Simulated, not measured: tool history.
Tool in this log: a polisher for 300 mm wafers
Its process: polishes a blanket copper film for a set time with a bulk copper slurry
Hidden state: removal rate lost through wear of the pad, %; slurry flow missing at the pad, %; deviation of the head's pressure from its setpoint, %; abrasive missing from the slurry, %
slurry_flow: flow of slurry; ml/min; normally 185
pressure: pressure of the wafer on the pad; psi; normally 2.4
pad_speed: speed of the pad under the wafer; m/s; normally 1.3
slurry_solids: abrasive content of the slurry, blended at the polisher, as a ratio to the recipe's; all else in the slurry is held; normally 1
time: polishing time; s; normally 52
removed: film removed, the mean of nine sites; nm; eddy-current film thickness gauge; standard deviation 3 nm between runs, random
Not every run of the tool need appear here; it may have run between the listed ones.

run     day  slurry_flow  pressure  pad_speed  slurry_solids  time  wafers since the last listed run  wafers polished on this pad  hours since the slurry nozzle was cleaned  hours since the head pressure was calibrated  hours since the slurry blender was calibrated  incoming thickness of the incoming film, nm  removed
  1       0          185       2.4        1.3              1    52                                 0                         2019                                       56.8                                           511                                          165.1                                       2919.6    470.7
  2   2.083          185       2.4        1.3              1    52                               630                         2649                                      106.8                                           561                                          215.1                                       2838.2    469.9
  3   6.529          185       2.4        1.3              1    52                              1345                         3995                                      213.5                                         667.7                                          321.8                                       2842.6    471.2
  4   8.846          185       2.4        1.3              1    52                               701                         4697                                      269.1                                         723.3                                          377.4                                       2890.5    467.9
  5  10.408          185       2.4        1.3              1    52                               473                         5170                                      306.6                                         760.8                                          414.9                                       2840.3    472.5
  6  12.238          185       2.4        1.3           1.15    52                               553                         5723                                      350.5                                         804.7                                          458.8                                       2905.5    483.6
       12.8  -- slurry blender recalibrated
  7      17          185       2.4        1.3           1.15    52                              1416                         7140                                      464.8                                           919                                          100.8                                       2834.2    480.9
     17.475  -- slurry nozzle cleaned
     18.358  -- worn pad replaced by a new one
     19.229  -- head pressure recalibrated
  8  19.625          185       2.4        1.3           1.15    52                               706                          358                                       51.6                                           9.5                                          163.8                                       2857.9    479.4
  9  23.338          185       2.4        1.3              1    52                              1123                         1482                                      140.7                                          98.6                                          252.9                                         2908    467.9
 10  26.079          210       2.4        1.3              1    52                               829                         2312                                      206.5                                         164.4                                          318.7                                       2875.3    475.3
 11  29.746          210       2.4        1.3              1    52                              1109                         3422                                      294.5                                         252.4                                          406.7                                       2847.6    479.8
 12  34.088          225       2.4        1.3              1    42                              1314                         4736                                      398.7                                         356.6                                          510.9                                       2889.3    386.9
     38.946  -- slurry nozzle cleaned
     39.146  -- slurry blender recalibrated
 13   40.05          130       2.8        1.3           1.15    69                              1767                         6504                                       26.5                                         499.7                                           21.7                                       2866.7    662.6
     41.367  -- worn pad replaced by a new one
 14  44.333          185       2.8       1.72            0.9    46                              1246                          898                                      129.3                                         602.5                                          124.5                                         2836    602.8
 15    46.9          185       2.4       1.68              1    58                               776                         1675                                      190.9                                         664.1                                          186.1                                       2835.7      674
 16   48.95          130       2.4        1.3              1    52                               620                         2296                                      240.1                                         713.3                                          235.3                                       2855.8      438
 17  51.725          145       2.4        1.3              1    52                               840                         3136                                      306.7                                         779.9                                          301.9                                         2848    448.8
 18  55.704          185       2.4        1.3              1    52                              1204                         4340                                      402.2                                         875.4                                          397.4                                         2875      470
     59.246  -- slurry nozzle cleaned
 19  59.412          185       2.1        1.3              1    52                              1109                         5450                                          4                                         964.4                                          486.4                                       2875.1    430.9
     61.171  -- worn pad replaced by a new one
     63.383  -- head pressure recalibrated
 20  63.404          185       2.4        1.3              1    52                              1132                          650                                       99.8                                           0.5                                          582.2                                       2831.9    475.9
     64.108  -- slurry blender recalibrated
 21  65.342          185         2       1.62           0.75    52                               561                         1212                                      146.3                                            47                                           29.6                                       2913.6    494.6
 22  69.588          185       2.4        1.3              1    52                              1285                         2497                                      248.2                                         148.9                                          131.5                                       2877.6    469.6
 23  72.175          185         3        1.3           1.25    52                               783                         3280                                      310.3                                           211                                          193.6                                       2913.6    568.2
 24  73.829          185         3        1.3              1    52                               500                         3781                                        350                                         250.7                                          233.3                                       2807.6    552.1
 25  77.492          185       2.9        1.3           1.15    52                              1108                         4890                                      437.9                                         338.6                                          321.2                                       2827.3    549.8
 26  80.742          185       2.4        1.3              1    70                               983                         5874                                      515.9                                         416.6                                          399.2                                       2861.9    636.4
     82.104  -- slurry nozzle cleaned
     84.683  -- worn pad replaced by a new one
 27  84.892          185       2.4        1.3              1    52                              1193                           62                                       66.9                                         516.2                                          498.8                                       2889.3    473.6
 28  88.212          185       2.4        1.3              1    52                              1005                         1067                                      146.6                                         595.9                                          578.5                                       2811.8    471.1
     89.888  -- slurry blender recalibrated
 29  92.504          185       2.1        1.3              1    60                              1273                         2341                                      249.6                                         698.9                                           62.8                                       2859.7    494.6

What if the next run were any one of these 5? Each begins from the tool's condition after run 29:
  A  92.521          140       2.4        1.3              1    52                                 5                         2346                                        250                                         699.3                                           63.2                                       2872.2        ?
  B  92.521          185       2.4        1.3           1.25    34                                 5                         2346                                        250                                         699.3                                           63.2                                       2872.2        ?
  C  92.521          230       2.4       1.68              1    52                                 5                         2346                                        250                                         699.3                                           63.2                                       2872.2        ?
  D  92.521          185       2.6        1.3              1    52                                 5                         2346                                        250                                         699.3                                           63.2                                       2872.2        ?
  E  92.521          245       2.4        1.3              1    52                                 5                         2346                                        250                                         699.3                                           63.2                                       2872.2        ?

run  removed
  A    446.6
  B    319.6
  C    626.5
  D    497.2
  E    488.5
Stripped of hidden state, with their random variation kept, the same runs would have yielded:
run  removed
  A    446.6
  B    319.6
  C    626.5
  D    497.2
  E    488.5

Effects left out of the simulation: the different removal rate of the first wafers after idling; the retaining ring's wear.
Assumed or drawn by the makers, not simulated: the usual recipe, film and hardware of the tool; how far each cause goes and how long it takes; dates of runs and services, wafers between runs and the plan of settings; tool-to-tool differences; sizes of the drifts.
